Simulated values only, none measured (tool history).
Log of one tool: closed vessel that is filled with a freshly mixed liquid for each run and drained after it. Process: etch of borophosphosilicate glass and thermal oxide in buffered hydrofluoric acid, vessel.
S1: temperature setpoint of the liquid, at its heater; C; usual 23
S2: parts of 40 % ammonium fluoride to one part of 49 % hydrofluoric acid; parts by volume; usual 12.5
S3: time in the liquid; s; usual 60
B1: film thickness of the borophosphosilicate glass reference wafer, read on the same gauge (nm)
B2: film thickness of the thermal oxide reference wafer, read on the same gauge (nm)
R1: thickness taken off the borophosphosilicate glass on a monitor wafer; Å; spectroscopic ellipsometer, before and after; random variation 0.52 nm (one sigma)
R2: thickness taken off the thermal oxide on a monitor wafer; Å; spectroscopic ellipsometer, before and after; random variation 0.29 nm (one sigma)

| run | hour | S1 | S2 | S3 | B1 | B2 | R1 | R2 |
|---|---|---|---|---|---|---|---|---|
| 1 | 0 | 23 | 12.5 | 60 | 130.01 | 99.99 | 915.6 | 427.9 |
| 2 | 41.5 | 23 | 12.5 | 60 | 129.99 | 100.04 | 905.6 | 428.4 |
| 3 | 70.7 | 26.5 | 12.5 | 60 | 130 | 99.95 | 1099 | 516.7 |
| 4 | 100.8 | 26.5 | 12.5 | 60 | 129.97 | 100.02 | 1093.6 | 518.4 |
| 5 | 132.8 | 26.5 | 12.5 | 60 | 130.05 | 100.01 | 1094.3 | 514.6 |
| 6 | 176.3 | 23 | 12.5 | 60 | 130.03 | 100.02 | 901.3 | 427.2 |
| 7 | 213.3 | 23 | 12.5 | 60 | 130.01 | 100.02 | 895.6 | 427.3 |
| 8 | 242.9 | 23 | 12.5 | 60 | 130 | 99.98 | 895.4 | 421.9 |
| 9 | 302.6 | 23 | 12.5 | 40 | 130.02 | 99.96 | 596.3 | 276.8 |
| 10 | 351.1 | 23 | 12.5 | 40 | 130.02 | 99.97 | 590.2 | 280.6 |
| 11 | 399.8 | 23 | 12.5 | 40 | 130.02 | 99.96 | 591.2 | 278.2 |
|  | 440.3 | hydrofluoric acid flow meter replaced |
|  | 445.2 | thermometer replaced |
| 12 | 529.6 | 27 | 11 | 70 | 130 | 100.02 | 1585.6 | 760.5 |
| 13 | 566.8 | 23 | 12.5 | 70 | 129.99 | 100.02 | 1123.9 | 529.7 |
| 14 | 616.2 | 23 | 7.5 | 60 | 130.01 | 100.02 | 1565.4 | 733.1 |
|  | 652 | gauge calibrated |
| 15 | 667.3 | 23 | 8.5 | 35 | 129.99 | 100 | 791 | 368 |
| 16 | 720.5 | 24.5 | 11 | 40 | 130 | 99.99 | 784.5 | 370.4 |
| 17 | 748.4 | 23 | 15.5 | 60 | 129.96 | 100.02 | 767.1 | 363 |
| 18 | 812.6 | 23 | 12.5 | 60 | 129.98 | 100.01 | 944.2 | 445.9 |
| 19 | 843.1 | 18.5 | 12.5 | 30 | 130.03 | 99.97 | 364.8 | 173.9 |
| 20 | 873.4 | 23 | 9 | 60 | 130.01 | 100.01 | 1266.5 | 601.4 |

3 ways to go on from here, each from the tool as it stands after run 20. What would each give?
| A | 874.1 | 20.5 | 12.5 | 60 | ? | ? | ? | ? |
| B | 874.1 | 19.5 | 14.5 | 45 | ? | ? | ? | ? |
| C | 874.1 | 21.5 | 11 | 60 | ? | ? | ? | ? |

| run | B1 | B2 | R1 | R2 |
|---|---|---|---|---|
| A | 130.02 | 99.97 | 829.1 | 388.2 |
| B | 130.02 | 99.97 | 508.1 | 238 |
| C | 130.02 | 99.97 | 993.5 | 465.1 |
Without the tool's hidden state the same runs would have given:
| run | R1 | R2 |
|---|---|---|
| A | 854.5 | 400 |
| B | 523.7 | 245.2 |
| C | 1023.8 | 479.2 |
